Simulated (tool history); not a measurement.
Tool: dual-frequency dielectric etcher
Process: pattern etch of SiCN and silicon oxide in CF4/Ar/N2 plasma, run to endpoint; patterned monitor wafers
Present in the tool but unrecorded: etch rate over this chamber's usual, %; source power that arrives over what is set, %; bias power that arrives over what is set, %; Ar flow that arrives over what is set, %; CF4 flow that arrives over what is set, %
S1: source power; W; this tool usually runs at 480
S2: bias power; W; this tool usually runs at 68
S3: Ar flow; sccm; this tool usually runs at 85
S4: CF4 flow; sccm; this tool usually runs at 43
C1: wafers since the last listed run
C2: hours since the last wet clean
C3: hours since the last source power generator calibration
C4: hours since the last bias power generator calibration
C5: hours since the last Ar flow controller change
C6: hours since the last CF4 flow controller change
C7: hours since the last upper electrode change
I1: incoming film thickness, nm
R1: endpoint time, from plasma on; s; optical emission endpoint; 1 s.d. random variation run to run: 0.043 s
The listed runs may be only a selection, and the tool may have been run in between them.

run     day   S1  S2   S3  S4   C1     C2      C3      C4      C5      C6      C7     I1    R1
  1   0.000  480  68   85  43    0  249.0  3574.2  3597.2  3542.6  1294.7  3698.6  11.46  13.4
  2   0.296  480  68   78  43   89  256.1  3581.3  3604.3  3549.7  1301.8  3705.7  11.51  13.2
  3   0.942  480  68   78  43  194  271.6  3596.8  3619.8  3565.2  1317.3  3721.2  11.46  13.2
  4   1.283  480  68   78  43  102  279.8  3605.0  3628.0  3573.4  1325.5  3729.4  11.49  13.2
  5   2.400  480  68   85  43  336  306.6  3631.8  3654.8  3600.2  1352.3  3756.2  11.48  13.4
      2.742  -- bias power generator calibrated
  6   2.825  480  68   85  43   77  316.8  3642.0     2.0  3610.4  1362.5  3766.4  11.57  13.5
  7   3.521  480  68   85  43  209  333.5  3658.7    18.7  3627.1  1379.2  3783.1  11.64  13.5
  8   3.996  480  68   85  43  143  344.9  3670.1    30.1  3638.5  1390.6  3794.5  11.52  13.4
  9   4.450  480  68   85  43  136  355.8  3681.0    41.0  3649.4  1401.5  3805.4  11.46  13.3
 10   5.050  480  77   85  43  180  370.2  3695.4    55.4  3663.8  1415.9  3819.8  11.59  12.9
      5.608  -- CF4 flow controller replaced
 11   5.629  480  84   85  35   99  384.1  3709.3    69.3  3677.7     0.5  3833.7  11.41  13.0
 12   5.988  480  58   85  47  107  392.7  3717.9    77.9  3686.3     9.1  3842.3  11.55  13.7
      6.212  -- source power generator calibrated
      7.204  -- wet clean of the chamber
      7.658  -- upper electrode replaced
 13   7.679  530  80   85  43   24   11.4    35.2   118.5  3726.9    49.7     0.5  11.31  11.5
 14   7.692  380  63   85  43    3   11.7    35.5   118.8  3727.2    50.0     0.8  11.48  18.6
      8.279  -- Ar flow controller replaced
 15   8.300  480  68   85  43  107   26.3    50.1   133.4     0.5    64.6    15.4  11.52  13.8
 16   8.388  480  63  101  43   26   28.4    52.2   135.5     2.6    66.7    17.5  11.47  14.6
 17   8.738  480  68   85  43  105   36.8    60.6   143.9    11.0    75.1    25.9  11.51  13.7
 18   9.200  480  68   85  43  139   47.9    71.7   155.0    22.1    86.2    37.0  11.46  13.8
 19   9.612  380  57   94  51  124   57.8    81.6   164.9    32.0    96.1    46.9  11.53  18.6
 20  10.096  480  53   71  43  145   69.4    93.2   176.5    43.6   107.7    58.5  11.52  14.3
 21  10.442  480  68   85  43  104   77.7   101.5   184.8    51.9   116.0    66.8  11.40  13.6
 22  11.050  480  68   85  43  183   92.3   116.1   199.4    66.5   130.6    81.4  11.56  13.8
 23  11.371  480  80   78  53   96  100.0   123.8   207.1    74.2   138.3    89.1  11.52  12.2
 24  12.029  480  82  102  47  198  115.8   139.6   222.9    90.0   154.1   104.9  11.52  13.1

Below are 4 alternative next runs, each starting from the tool's condition after run 24. Predict each:
  A  12.046  480  68   85  43   5  116.2  140.0  223.3  90.4  154.5  105.3  11.50   ?
  B  12.046  590  68   85  43   5  116.2  140.0  223.3  90.4  154.5  105.3  11.50   ?
  C  12.046  560  68   85  48   5  116.2  140.0  223.3  90.4  154.5  105.3  11.50   ?
  D  12.046  480  68  101  49   5  116.2  140.0  223.3  90.4  154.5  105.3  11.50   ?

run    R1
  A  13.6
  B  10.9
  C  11.2
  D  13.7
The same runs, with their run-to-run variation unchanged, on a tool lacking any hidden condition would have given:
run    R1
  A  13.7
  B  10.9
  C  11.3
  D  13.7

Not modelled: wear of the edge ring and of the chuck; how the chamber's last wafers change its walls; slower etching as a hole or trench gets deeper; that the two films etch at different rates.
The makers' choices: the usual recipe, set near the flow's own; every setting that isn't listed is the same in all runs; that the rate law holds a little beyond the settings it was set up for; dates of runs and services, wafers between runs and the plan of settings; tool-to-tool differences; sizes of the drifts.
